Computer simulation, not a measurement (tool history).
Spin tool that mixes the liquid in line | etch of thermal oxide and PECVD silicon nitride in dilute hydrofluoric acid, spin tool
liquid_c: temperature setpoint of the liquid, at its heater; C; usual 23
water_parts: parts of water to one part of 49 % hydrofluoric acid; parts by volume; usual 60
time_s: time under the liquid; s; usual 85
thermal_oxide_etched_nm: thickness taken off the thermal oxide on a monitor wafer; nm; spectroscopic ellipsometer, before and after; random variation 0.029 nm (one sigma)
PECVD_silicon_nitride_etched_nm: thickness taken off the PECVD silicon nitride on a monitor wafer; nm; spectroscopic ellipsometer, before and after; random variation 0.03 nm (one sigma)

run	hour	liquid_c	water_parts	time_s	read-back film thickness of the thermal oxide reference wafer, read on the same gauge (nm)	read-back film thickness of the PECVD silicon nitride reference wafer, read on the same gauge (nm)	thermal_oxide_etched_nm	PECVD_silicon_nitride_etched_nm
1	0	23	60	55	110.02	30.015	4.96	1.662
2	54.1	23	60	55	109.98	30.035	4.93	1.67
3	131.1	23	40	50	110.01	30.052	6.93	2.27
4	217.2	23	40	50	110.01	30.033	7.01	2.271
5	320.1	23	40	50	109.99	29.975	7.02	2.26
6	407.5	23	60	85	109.98	30.013	7.8	2.614
7	473.3	23	60	85	110	30.004	7.81	2.702
# hour 474.4: hydrofluoric acid flow meter replaced
8	574.6	23	60	75	110	29.995	7.26	2.458
9	641.3	23	60	65	109.98	29.969	6.31	2.158
# hour 700.4: thermometer replaced
10	706.7	23	60	60	109.99	30.012	5.88	1.968
# hour 741: hydrofluoric acid flow meter replaced, repeated, since the last time left the tool worse
11	783.5	26	60	65	109.99	29.993	6.48	2.358
12	851.5	19.5	80	130	109.99	30.011	7.29	2.3
13	907.4	28	45	85	110	30.021	12.62	4.789
# hour 930.5: gauge calibrated
14	975.7	23	60	55	110	30.035	4.95	1.65
15	1054.8	20.5	60	85	110	30.009	6.86	2.163
16	1095	19.5	30	55	110	29.998	8.93	2.564
17	1187	27	40	85	109.98	29.961	14.01	4.99

Forecast each of these 4 alternatives for the next run:
A	1187.4	23	60	50	?	?	?	?
B	1187.4	23	60	130	?	?	?	?
C	1187.4	21.5	60	55	?	?	?	?
D	1187.4	24.5	90	115	?	?	?	?

run	read-back film thickness of the thermal oxide reference wafer, read on the same gauge (nm)	read-back film thickness of the PECVD silicon nitride reference wafer, read on the same gauge (nm)	thermal_oxide_etched_nm	PECVD_silicon_nitride_etched_nm
A	109.99	30.014	4.52	1.545
B	109.99	30.014	11.76	4.017
C	109.99	30.014	4.68	1.535
D	109.99	30.014	7.11	2.637
Without the tool's hidden state the same runs would have given:
run	thermal_oxide_etched_nm	PECVD_silicon_nitride_etched_nm
A	4.35	1.491
B	11.31	3.877
C	4.5	1.481
D	6.82	2.544

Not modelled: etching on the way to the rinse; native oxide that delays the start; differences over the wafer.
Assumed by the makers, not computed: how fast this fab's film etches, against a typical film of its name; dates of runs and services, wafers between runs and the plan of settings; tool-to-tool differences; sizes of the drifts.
